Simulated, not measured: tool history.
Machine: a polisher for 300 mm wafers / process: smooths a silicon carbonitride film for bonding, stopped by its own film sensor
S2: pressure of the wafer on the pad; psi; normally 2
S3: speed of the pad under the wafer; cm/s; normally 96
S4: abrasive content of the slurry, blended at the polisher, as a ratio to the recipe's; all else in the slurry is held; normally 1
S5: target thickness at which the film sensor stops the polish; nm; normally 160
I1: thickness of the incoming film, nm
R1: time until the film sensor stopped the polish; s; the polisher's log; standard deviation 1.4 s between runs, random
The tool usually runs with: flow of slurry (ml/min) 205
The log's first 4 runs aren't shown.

Run 5, hour 32.9: usual settings; I1 193.6. Result: R1 156.1 s.
At hour 37.5: slurry nozzle cleaned.
Run 6, hour 40: usual settings but S5 164 nm; I1 191.5. Result: R1 125.7 s.
Run 7, hour 54.2: usual settings but S5 164 nm; I1 188.5. Result: R1 112.3 s.
Run 8, hour 70.7: usual settings; I1 191.5. Result: R1 144.4 s.
At hour 75.6: slurry blender recalibrated, repeated, since the last time left the tool worse.
At hour 88.3: worn pad replaced by a new one.
Run 9, hour 104.9: usual settings but S3 110 cm/s; I1 191.5. Result: R1 119.1 s.
Run 10, hour 112.6: usual settings but S3 110 cm/s; I1 190. Result: R1 113.1 s.
At hour 117.5: head pressure recalibrated.
Run 11, hour 125.5: usual settings but flow of slurry (ml/min) 255; I1 189.3. Result: R1 117.8 s.
Run 12, hour 135.6: usual settings but S3 108 cm/s, S5 170 nm; I1 190.2. Result: R1 78.7 s.
Run 13, hour 157.9: usual settings but flow of slurry (ml/min) 140, S2 2.2 psi, S4 0.75, S5 155 nm; I1 191.3. Result: R1 153.5 s.
Run 14, hour 173.3: usual settings but S2 1.7 psi; I1 188.6. Result: R1 140.7 s.
Run 15, hour 179.6: usual settings but flow of slurry (ml/min) 155, S2 2.6 psi; I1 190.3. Result: R1 99.4 s.
Run 16, hour 187.6: usual settings but S2 1.5 psi, S5 166 nm; I1 188.1. Result: R1 122.8 s.

Run 17 is up next; what results do you expect?
At hour 197.6: worn pad replaced by a new one.
Run 17, hour 199.6: usual settings but S4 1.15; I1 192.4. Result: R1 ?.

R1: 131.8 s
Minus the tool's unlogged condition, the same run would have read R1 128.5 s.
